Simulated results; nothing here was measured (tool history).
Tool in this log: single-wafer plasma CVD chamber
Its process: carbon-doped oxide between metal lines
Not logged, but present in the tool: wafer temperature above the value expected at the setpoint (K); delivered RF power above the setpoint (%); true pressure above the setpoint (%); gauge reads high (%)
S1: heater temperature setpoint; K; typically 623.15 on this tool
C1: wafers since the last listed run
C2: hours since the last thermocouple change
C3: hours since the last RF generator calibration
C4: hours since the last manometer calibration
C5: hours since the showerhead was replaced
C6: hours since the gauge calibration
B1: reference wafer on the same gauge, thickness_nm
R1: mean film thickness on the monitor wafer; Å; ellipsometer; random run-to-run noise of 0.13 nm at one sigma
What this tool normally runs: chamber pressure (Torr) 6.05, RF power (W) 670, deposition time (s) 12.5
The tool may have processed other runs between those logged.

{"run": 1, "hour": 0.0, "S1": 618.15, "chamber pressure (Torr)": 6.05, "RF power (W)": 670, "deposition time (s)": 12.5, "C1": 0, "C2": 1004.5, "C3": 1535.4, "C4": 3070.7, "C5": 5640.7, "C6": 267.1, "B1": 74.304, "R1": 716.13}
{"run": 2, "hour": 36.7, "S1": 623.15, "chamber pressure (Torr)": 6.05, "RF power (W)": 670, "deposition time (s)": 12.5, "C1": 1375, "C2": 1041.2, "C3": 1572.1, "C4": 3107.4, "C5": 5677.4, "C6": 303.8, "B1": 74.293, "R1": 704.82}
{"run": 3, "hour": 138.6, "S1": 623.15, "chamber pressure (Torr)": 6.05, "RF power (W)": 670, "deposition time (s)": 12.5, "C1": 3817, "C2": 1143.1, "C3": 1674, "C4": 3209.3, "C5": 5779.3, "C6": 405.7, "B1": 74.258, "R1": 703.78}
{"run": 4, "hour": 184.5, "S1": 623.15, "chamber pressure (Torr)": 6.05, "RF power (W)": 670, "deposition time (s)": 12.5, "C1": 1719, "C2": 1189, "C3": 1719.9, "C4": 3255.2, "C5": 5825.2, "C6": 451.6, "B1": 74.322, "R1": 701.12}
{"run": 5, "hour": 239.5, "S1": 623.15, "chamber pressure (Torr)": 5.64, "RF power (W)": 670, "deposition time (s)": 12.5, "C1": 2060, "C2": 1244, "C3": 1774.9, "C4": 3310.2, "C5": 5880.2, "C6": 506.6, "B1": 74.275, "R1": 694.58}
{"run": 6, "hour": 287.1, "S1": 623.15, "chamber pressure (Torr)": 5.64, "RF power (W)": 670, "deposition time (s)": 12.5, "C1": 1783, "C2": 1291.6, "C3": 1822.5, "C4": 3357.8, "C5": 5927.8, "C6": 554.2, "B1": 74.292, "R1": 692.75}
{"hour": 321.3, "done": "capacitance manometer re-zeroed and calibrated"}
{"hour": 328.9, "done": "showerhead replaced"}
{"run": 7, "hour": 339.4, "S1": 623.15, "chamber pressure (Torr)": 6.05, "RF power (W)": 670, "deposition time (s)": 12.5, "C1": 1374, "C2": 1343.9, "C3": 1874.8, "C4": 18.1, "C5": 10.5, "C6": 606.5, "B1": 74.263, "R1": 698.93}
{"hour": 376.5, "done": "gauge calibrated"}
{"hour": 403.0, "done": "thermocouple changed; heater temperature recalibrated"}
{"run": 8, "hour": 424.2, "S1": 623.15, "chamber pressure (Torr)": 6.05, "RF power (W)": 670, "deposition time (s)": 12.5, "C1": 2877, "C2": 21.2, "C3": 1959.6, "C4": 102.9, "C5": 95.3, "C6": 47.7, "B1": 74.226, "R1": 684.51}
{"run": 9, "hour": 460.7, "S1": 611.15, "chamber pressure (Torr)": 5.11, "RF power (W)": 670, "deposition time (s)": 15, "C1": 1367, "C2": 57.7, "C3": 1996.1, "C4": 139.4, "C5": 131.8, "C6": 84.2, "B1": 74.312, "R1": 828.94}
{"hour": 469.5, "done": "RF generator calibrated"}
{"run": 10, "hour": 525.3, "S1": 615.15, "chamber pressure (Torr)": 6.05, "RF power (W)": 570, "deposition time (s)": 11.2, "C1": 2120, "C2": 122.3, "C3": 55.8, "C4": 204, "C5": 196.4, "C6": 148.8, "B1": 74.326, "R1": 597.36}
{"run": 11, "hour": 580.7, "S1": 623.15, "chamber pressure (Torr)": 6.05, "RF power (W)": 670, "deposition time (s)": 12.5, "C1": 2075, "C2": 177.7, "C3": 111.2, "C4": 259.4, "C5": 251.8, "C6": 204.2, "B1": 74.308, "R1": 715.59}
{"run": 12, "hour": 623.5, "S1": 623.15, "chamber pressure (Torr)": 5.3, "RF power (W)": 670, "deposition time (s)": 14.1, "C1": 1603, "C2": 220.5, "C3": 154, "C4": 302.2, "C5": 294.6, "C6": 247, "B1": 74.327, "R1": 794.76}
{"run": 13, "hour": 699.2, "S1": 615.15, "chamber pressure (Torr)": 6.98, "RF power (W)": 670, "deposition time (s)": 12.5, "C1": 2836, "C2": 296.2, "C3": 229.7, "C4": 377.9, "C5": 370.3, "C6": 322.7, "B1": 74.357, "R1": 738.13}
{"run": 14, "hour": 740.3, "S1": 617.15, "chamber pressure (Torr)": 6.05, "RF power (W)": 740, "deposition time (s)": 14.4, "C1": 1539, "C2": 337.3, "C3": 270.8, "C4": 419, "C5": 411.4, "C6": 363.8, "B1": 74.282, "R1": 883.34}

4 ways to go on from here, each from the tool as it stands after run 14. What would each give?
{"run": "A", "hour": 740.7, "S1": 623.15, "chamber pressure (Torr)": 6.05, "RF power (W)": 670, "deposition time (s)": 12.5, "C1": 14, "C2": 337.7, "C3": 271.2, "C4": 419.4, "C5": 411.8, "C6": 364.2, "B1": "?", "R1": "?"}
{"run": "B", "hour": 740.7, "S1": 632.15, "chamber pressure (Torr)": 6.05, "RF power (W)": 670, "deposition time (s)": 11.5, "C1": 14, "C2": 337.7, "C3": 271.2, "C4": 419.4, "C5": 411.8, "C6": 364.2, "B1": "?", "R1": "?"}
{"run": "C", "hour": 740.7, "S1": 623.15, "chamber pressure (Torr)": 7.36, "RF power (W)": 670, "deposition time (s)": 14.8, "C1": 14, "C2": 337.7, "C3": 271.2, "C4": 419.4, "C5": 411.8, "C6": 364.2, "B1": "?", "R1": "?"}
{"run": "D", "hour": 740.7, "S1": 623.15, "chamber pressure (Torr)": 6.05, "RF power (W)": 770, "deposition time (s)": 10.4, "C1": 14, "C2": 337.7, "C3": 271.2, "C4": 419.4, "C5": 411.8, "C6": 364.2, "B1": "?", "R1": "?"}

run=A B1=74.286 R1=714.94
run=B B1=74.286 R1=644.19
run=C B1=74.286 R1=856.75
run=D B1=74.286 R1=645.24
With the hidden condition removed and each run's random variation left untouched, the same runs would have given:
run=A R1=712.76
run=B R1=642.73
run=C R1=854.13
run=D R1=643.26
